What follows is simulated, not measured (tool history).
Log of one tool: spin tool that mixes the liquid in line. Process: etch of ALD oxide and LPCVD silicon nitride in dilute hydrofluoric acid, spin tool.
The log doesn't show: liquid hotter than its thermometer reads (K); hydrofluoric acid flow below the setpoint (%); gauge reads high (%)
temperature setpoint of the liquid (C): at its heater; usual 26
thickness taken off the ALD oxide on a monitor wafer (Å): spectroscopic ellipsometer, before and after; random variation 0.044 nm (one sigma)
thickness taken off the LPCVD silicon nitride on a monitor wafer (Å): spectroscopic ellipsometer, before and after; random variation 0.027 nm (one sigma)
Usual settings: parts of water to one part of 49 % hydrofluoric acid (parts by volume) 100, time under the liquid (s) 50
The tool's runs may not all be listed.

run    hour  temperature setpoint of the liquid (C)  parts of water to one part of 49 % hydrofluoric acid (parts by volume)  time under the liquid (s)  wafers since the last listed run  hours since the thermometer was replaced  hours since the hydrofluoric acid flow meter was replaced  hours since the gauge calibration  read-back film thickness of the ALD oxide reference wafer, read on the same gauge (nm)  read-back film thickness of the LPCVD silicon nitride reference wafer, read on the same gauge (nm)  thickness taken off the ALD oxide on a monitor wafer (Å)  thickness taken off the LPCVD silicon nitride on a monitor wafer (Å)
  1       0                                      26                                                                     100                         50                                 0                                    1405.7                                                      514.6                               1083                                                                                  129.95                                                                                             150.021                                                      74.3                                                                  2.67
  2    53.9                                      26                                                                     100                         50                               409                                    1459.6                                                      568.5                             1136.9                                                                                  130.02                                                                                             150.015                                                      74.2                                                                  3.55
  3   135.7                                      26                                                                     100                         50                               621                                    1541.4                                                      650.3                             1218.7                                                                                  129.99                                                                                             150.015                                                      74.6                                                                  3.29
  4   243.1                                      26                                                                     100                         50                               816                                    1648.8                                                      757.7                             1326.1                                                                                  130.01                                                                                             150.022                                                      74.6                                                                  2.58
  5     274                                      26                                                                     100                         50                               234                                    1679.7                                                      788.6                               1357                                                                                  130.02                                                                                             149.983                                                      75.1                                                                  2.41
  6   315.8                                      26                                                                     100                         50                               317                                    1721.5                                                      830.4                             1398.8                                                                                  130.02                                                                                              149.99                                                      74.6                                                                   2.9
  7     367                                      26                                                                     100                         50                               389                                    1772.7                                                      881.6                               1450                                                                                  129.98                                                                                             150.006                                                      74.9                                                                  3.16
  8   437.6                                      22                                                                     100                         70                               536                                    1843.3                                                      952.2                             1520.6                                                                                  130.01                                                                                              149.99                                                      89.4                                                                  3.71
  9   500.9                                      30                                                                     135                         20                               481                                    1906.6                                                     1015.5                             1583.9                                                                                  130.01                                                                                              150.01                                                      24.6                                                                  1.16
      538.3  -- gauge calibrated
 10   552.8                                      26                                                                     100                         50                               394                                    1958.5                                                     1067.4                               14.5                                                                                  129.98                                                                                             149.991                                                      75.1                                                                  3.32
 11   621.2                                      26                                                                     100                         50                               519                                    2026.9                                                     1135.8                               82.9                                                                                  130.01                                                                                             150.009                                                      75.6                                                                  2.77
 12   647.8                                    30.5                                                                      80                         30                               202                                    2053.5                                                     1162.4                              109.5                                                                                     130                                                                                             149.995                                                      68.3                                                                  3.24
 13   697.2                                      30                                                                     100                         50                               375                                    2102.9                                                     1211.8                              158.9                                                                                  129.99                                                                                                 150                                                      87.1                                                                   4.3
 14   899.8                                      26                                                                      60                         50                              1539                                    2305.5                                                     1414.4                              361.5                                                                                     130                                                                                             150.004                                                     133.4                                                                  4.15
 15   967.8                                    27.5                                                                     100                         50                               516                                    2373.5                                                     1482.4                              429.5                                                                                  129.98                                                                                             150.005                                                      80.8                                                                   3.9
     1007.1  -- hydrofluoric acid flow meter replaced
 16  1013.6                                      26                                                                     100                         50                               340                                    2419.3                                                        6.5                              475.3                                                                                  130.02                                                                                             149.989                                                      76.4                                                                  2.71
     1170.1  -- thermometer replaced
 17  1205.2                                      24                                                                      70                         65                              1448                                      35.1                                                      198.1                              666.9                                                                                  129.98                                                                                             150.014                                                     130.7                                                                   4.5
 18  1278.3                                      31                                                                     145                         70                               555                                     108.2                                                      271.2                                740                                                                                  129.98                                                                                             149.985                                                      79.6                                                                  4.04
 19  1328.8                                      26                                                                     100                         25                               383                                     158.7                                                      321.7                              790.5                                                                                  129.98                                                                                             150.001                                                      36.5                                                                  1.74
 20    1385                                      26                                                                     100                         50                               427                                     214.9                                                      377.9                              846.7                                                                                  129.98                                                                                             150.001                                                      72.9                                                                  2.67
 21  1433.6                                      22                                                                      55                         80                               369                                     263.5                                                      426.5                              895.3                                                                                  129.98                                                                                             150.006                                                     190.8                                                                   5.9
 22  1489.4                                      22                                                                      70                         25                               424                                     319.3                                                      482.3                              951.1                                                                                     130                                                                                             150.001                                                        46                                                                  1.49
 23  1548.5                                    29.5                                                                     140                         70                               449                                     378.4                                                      541.4                             1010.2                                                                                  129.99                                                                                             149.988                                                      79.6                                                                   3.4
 24  1620.2                                    21.5                                                                     100                         65                               544                                     450.1                                                      613.1                             1081.9                                                                                  129.97                                                                                             150.022                                                        80                                                                  2.85
 25  1646.2                                      30                                                                      75                         65                               197                                     476.1                                                      639.1                             1107.9                                                                                  130.02                                                                                             150.004                                                     152.7                                                                  6.34
 26  1672.6                                      21                                                                      85                         80                               200                                     502.5                                                      665.5                             1134.3                                                                                  130.04                                                                                             149.996                                                       116                                                                  4.09
 27  1697.5                                      26                                                                     100                         50                               189                                     527.4                                                      690.4                             1159.2                                                                                     130                                                                                             149.991                                                      73.5                                                                  3.49

Some steps in thickness taken off the ALD oxide on a monitor wafer (Å) between neighbouring runs. How much of each would the tool show without its hidden state too (settings, what came in, random variation), and how much is left for the hidden state, with any gauge scatter that isn't in both results?
Run 13 -> 14: temperature setpoint of the liquid (C) 30 -> 26, parts of water to one part of 49 % hydrofluoric acid (parts by volume) 100 -> 60. thickness taken off the ALD oxide on a monitor wafer (Å) +46.3: hidden state +3.1, all else +43.2.
Run 14 -> 15: temperature setpoint of the liquid (C) 26 -> 27.5, parts of water to one part of 49 % hydrofluoric acid (parts by volume) 60 -> 100. thickness taken off the ALD oxide on a monitor wafer (Å) -52.6: hidden state -3, all else -49.6.
Run 20 -> 21: temperature setpoint of the liquid (C) 26 -> 22, parts of water to one part of 49 % hydrofluoric acid (parts by volume) 100 -> 55, time under the liquid (s) 50 -> 80. thickness taken off the ALD oxide on a monitor wafer (Å) +117.9: hidden state +1.9, all else +116.
Run 21 -> 22: parts of water to one part of 49 % hydrofluoric acid (parts by volume) 55 -> 70, time under the liquid (s) 80 -> 25. thickness taken off the ALD oxide on a monitor wafer (Å) -144.8: hidden state -2.1, all else -142.7.
